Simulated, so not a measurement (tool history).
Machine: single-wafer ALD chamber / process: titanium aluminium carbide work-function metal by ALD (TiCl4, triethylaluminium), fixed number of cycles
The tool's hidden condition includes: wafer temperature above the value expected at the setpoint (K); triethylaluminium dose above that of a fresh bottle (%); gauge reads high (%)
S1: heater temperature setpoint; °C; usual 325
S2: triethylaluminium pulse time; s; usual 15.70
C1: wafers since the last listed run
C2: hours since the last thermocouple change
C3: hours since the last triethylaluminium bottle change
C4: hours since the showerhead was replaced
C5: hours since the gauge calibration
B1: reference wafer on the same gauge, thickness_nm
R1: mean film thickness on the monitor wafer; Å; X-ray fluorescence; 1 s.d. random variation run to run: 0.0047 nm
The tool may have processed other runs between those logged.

run 1 hour=0.0 | S1=313 S2=17.70 | C1=0 C2=483.8 C3=1017.3 C4=3516.7 C5=1252.1 | B1=2.344 | R1=20.66
run 2 hour=36.2 | S1=313 S2=17.70 | C1=413 C2=520.0 C3=1053.5 C4=3552.9 C5=1288.3 | B1=2.347 | R1=20.72
run 3 hour=64.1 | S1=325 S2=15.70 | C1=318 C2=547.9 C3=1081.4 C4=3580.8 C5=1316.2 | B1=2.347 | R1=21.82
-- hour=97.2 triethylaluminium bottle replaced
run 4 hour=101.3 | S1=325 S2=15.70 | C1=333 C2=585.1 C3=4.1 C4=3618.0 C5=1353.4 | B1=2.347 | R1=21.92
run 5 hour=171.1 | S1=325 S2=15.70 | C1=797 C2=654.9 C3=73.9 C4=3687.8 C5=1423.2 | B1=2.348 | R1=21.86
run 6 hour=197.5 | S1=325 S2=15.70 | C1=301 C2=681.3 C3=100.3 C4=3714.2 C5=1449.6 | B1=2.348 | R1=21.91
-- hour=206.7 showerhead replaced
run 7 hour=249.1 | S1=325 S2=15.70 | C1=498 C2=732.9 C3=151.9 C4=42.4 C5=1501.2 | B1=2.350 | R1=21.84
run 8 hour=289.0 | S1=318 S2=15.70 | C1=456 C2=772.8 C3=191.8 C4=82.3 C5=1541.1 | B1=2.352 | R1=21.27
run 9 hour=329.2 | S1=318 S2=15.70 | C1=459 C2=813.0 C3=232.0 C4=122.5 C5=1581.3 | B1=2.353 | R1=21.30
run 10 hour=378.4 | S1=339 S2=10.63 | C1=562 C2=862.2 C3=281.2 C4=171.7 C5=1630.5 | B1=2.352 | R1=23.12
run 11 hour=450.0 | S1=325 S2=15.70 | C1=818 C2=933.8 C3=352.8 C4=243.3 C5=1702.1 | B1=2.354 | R1=21.97
run 12 hour=486.8 | S1=325 S2=15.70 | C1=420 C2=970.6 C3=389.6 C4=280.1 C5=1738.9 | B1=2.354 | R1=21.88
run 13 hour=521.7 | S1=325 S2=15.70 | C1=398 C2=1005.5 C3=424.5 C4=315.0 C5=1773.8 | B1=2.356 | R1=21.98
run 14 hour=577.5 | S1=325 S2=15.70 | C1=637 C2=1061.3 C3=480.3 C4=370.8 C5=1829.6 | B1=2.355 | R1=21.97
run 15 hour=641.5 | S1=325 S2=18.71 | C1=731 C2=1125.3 C3=544.3 C4=434.8 C5=1893.6 | B1=2.357 | R1=22.14
-- hour=650.0 thermocouple changed; heater temperature recalibrated
run 16 hour=685.1 | S1=339 S2=15.70 | C1=406 C2=35.1 C3=587.9 C4=478.4 C5=1937.2 | B1=2.359 | R1=23.43
run 17 hour=732.6 | S1=325 S2=15.70 | C1=542 C2=82.6 C3=635.4 C4=525.9 C5=1984.7 | B1=2.358 | R1=22.01
run 18 hour=797.1 | S1=338 S2=19.22 | C1=737 C2=147.1 C3=699.9 C4=590.4 C5=2049.2 | B1=2.362 | R1=23.51
run 19 hour=857.1 | S1=325 S2=15.70 | C1=685 C2=207.1 C3=759.9 C4=650.4 C5=2109.2 | B1=2.364 | R1=22.03
-- hour=858.8 gauge calibrated
run 20 hour=929.1 | S1=313 S2=17.75 | C1=822 C2=279.1 C3=831.9 C4=722.4 C5=70.3 | B1=2.324 | R1=20.47
run 21 hour=961.4 | S1=338 S2=17.62 | C1=369 C2=311.4 C3=864.2 C4=754.7 C5=102.6 | B1=2.323 | R1=23.01
run 22 hour=998.0 | S1=334 S2=15.70 | C1=418 C2=348.0 C3=900.8 C4=791.3 C5=139.2 | B1=2.322 | R1=22.59
-- hour=1036.5 triethylaluminium bottle replaced
run 23 hour=1046.9 | S1=333 S2=11.50 | C1=467 C2=396.9 C3=10.4 C4=840.2 C5=188.1 | B1=2.324 | R1=22.29
run 24 hour=1073.0 | S1=319 S2=13.92 | C1=298 C2=423.0 C3=36.5 C4=866.3 C5=214.2 | B1=2.326 | R1=21.09
run 25 hour=1098.4 | S1=318 S2=12.74 | C1=290 C2=448.4 C3=61.9 C4=891.7 C5=239.6 | B1=2.326 | R1=20.93
run 26 hour=1161.5 | S1=339 S2=18.30 | C1=721 C2=511.5 C3=125.0 C4=954.8 C5=302.7 | B1=2.328 | R1=23.13
run 27 hour=1225.2 | S1=316 S2=15.70 | C1=728 C2=575.2 C3=188.7 C4=1018.5 C5=366.4 | B1=2.328 | R1=20.75
run 28 hour=1294.9 | S1=333 S2=19.79 | C1=796 C2=644.9 C3=258.4 C4=1088.2 C5=436.1 | B1=2.330 | R1=22.57
run 29 hour=1343.6 | S1=325 S2=15.70 | C1=556 C2=693.6 C3=307.1 C4=1136.9 C5=484.8 | B1=2.331 | R1=21.76
run 30 hour=1396.3 | S1=317 S2=15.70 | C1=602 C2=746.3 C3=359.8 C4=1189.6 C5=537.5 | B1=2.331 | R1=20.92
run 31 hour=1455.1 | S1=325 S2=15.70 | C1=672 C2=805.1 C3=418.6 C4=1248.4 C5=596.3 | B1=2.333 | R1=21.82
run 32 hour=1505.4 | S1=337 S2=19.94 | C1=574 C2=855.4 C3=468.9 C4=1298.7 C5=646.6 | B1=2.333 | R1=22.95
run 33 hour=1549.1 | S1=317 S2=21.12 | C1=499 C2=899.1 C3=512.6 C4=1342.4 C5=690.3 | B1=2.333 | R1=21.10

Predict each of these 4 candidate next runs independently; none follows another, all start after run 33:
run A hour=1549.5 | S1=325 S2=15.70 | C1=4 C2=899.5 C3=513.0 C4=1342.8 C5=690.7 | B1=? | R1=?
run B hour=1549.5 | S1=325 S2=19.93 | C1=4 C2=899.5 C3=513.0 C4=1342.8 C5=690.7 | B1=? | R1=?
run C hour=1549.5 | S1=325 S2=13.17 | C1=4 C2=899.5 C3=513.0 C4=1342.8 C5=690.7 | B1=? | R1=?
run D hour=1549.5 | S1=325 S2=18.28 | C1=4 C2=899.5 C3=513.0 C4=1342.8 C5=690.7 | B1=? | R1=?

run=A B1=2.337 R1=21.83
run=B B1=2.337 R1=21.89
run=C B1=2.337 R1=21.76
run=D B1=2.337 R1=21.88
The same runs, with their run-to-run variation unchanged, on a tool lacking any hidden condition would have given:
run=A R1=21.70
run=B R1=21.76
run=C R1=21.62
run=D R1=21.74

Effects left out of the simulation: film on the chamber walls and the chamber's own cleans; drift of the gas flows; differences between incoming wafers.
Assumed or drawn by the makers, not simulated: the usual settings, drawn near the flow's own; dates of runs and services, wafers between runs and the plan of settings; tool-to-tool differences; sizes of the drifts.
